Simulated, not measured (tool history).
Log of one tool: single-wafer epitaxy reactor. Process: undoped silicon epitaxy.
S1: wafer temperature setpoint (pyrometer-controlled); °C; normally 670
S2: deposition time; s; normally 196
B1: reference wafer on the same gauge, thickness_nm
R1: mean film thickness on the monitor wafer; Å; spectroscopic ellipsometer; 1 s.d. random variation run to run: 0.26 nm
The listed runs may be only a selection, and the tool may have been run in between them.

{"run": 1, "hour": 0.0, "S1": 670, "S2": 196, "B1": 58.803, "R1": 540.28}
{"run": 2, "hour": 65.9, "S1": 670, "S2": 196, "B1": 58.804, "R1": 533.25}
{"run": 3, "hour": 137.8, "S1": 670, "S2": 196, "B1": 58.808, "R1": 540.51}
{"run": 4, "hour": 162.1, "S1": 670, "S2": 196, "B1": 58.792, "R1": 536.77}
{"run": 5, "hour": 215.2, "S1": 676, "S2": 213, "B1": 58.848, "R1": 659.55}
{"run": 6, "hour": 265.0, "S1": 676, "S2": 213, "B1": 58.727, "R1": 649.89}
{"run": 7, "hour": 331.8, "S1": 676, "S2": 213, "B1": 58.771, "R1": 655.15}
{"run": 8, "hour": 383.6, "S1": 670, "S2": 171, "B1": 58.837, "R1": 472.02}
{"run": 9, "hour": 416.9, "S1": 670, "S2": 171, "B1": 58.708, "R1": 471.58}
{"run": 10, "hour": 468.2, "S1": 670, "S2": 171, "B1": 58.839, "R1": 472.39}
{"run": 11, "hour": 530.5, "S1": 670, "S2": 196, "B1": 58.747, "R1": 544.25}
{"run": 12, "hour": 568.5, "S1": 670, "S2": 196, "B1": 58.738, "R1": 545.48}
{"run": 13, "hour": 606.5, "S1": 670, "S2": 196, "B1": 58.792, "R1": 541.96}
{"run": 14, "hour": 669.5, "S1": 670, "S2": 174, "B1": 58.793, "R1": 483.97}
{"run": 15, "hour": 739.9, "S1": 670, "S2": 196, "B1": 58.702, "R1": 549.52}
{"run": 16, "hour": 766.1, "S1": 670, "S2": 196, "B1": 58.731, "R1": 542.8}
{"run": 17, "hour": 822.9, "S1": 670, "S2": 196, "B1": 58.866, "R1": 545.76}
{"run": 18, "hour": 888.1, "S1": 670, "S2": 196, "B1": 58.675, "R1": 542.5}

Forecast run 19:
{"run": 19, "hour": 954.7, "S1": 670, "S2": 196, "B1": "?", "R1": "?"}

For run 19 the tool returned B1 58.741, R1 550.95 Å.
Were there no unlogged condition in the tool, this run, its random variation unchanged, would have produced R1 538.41 Å.

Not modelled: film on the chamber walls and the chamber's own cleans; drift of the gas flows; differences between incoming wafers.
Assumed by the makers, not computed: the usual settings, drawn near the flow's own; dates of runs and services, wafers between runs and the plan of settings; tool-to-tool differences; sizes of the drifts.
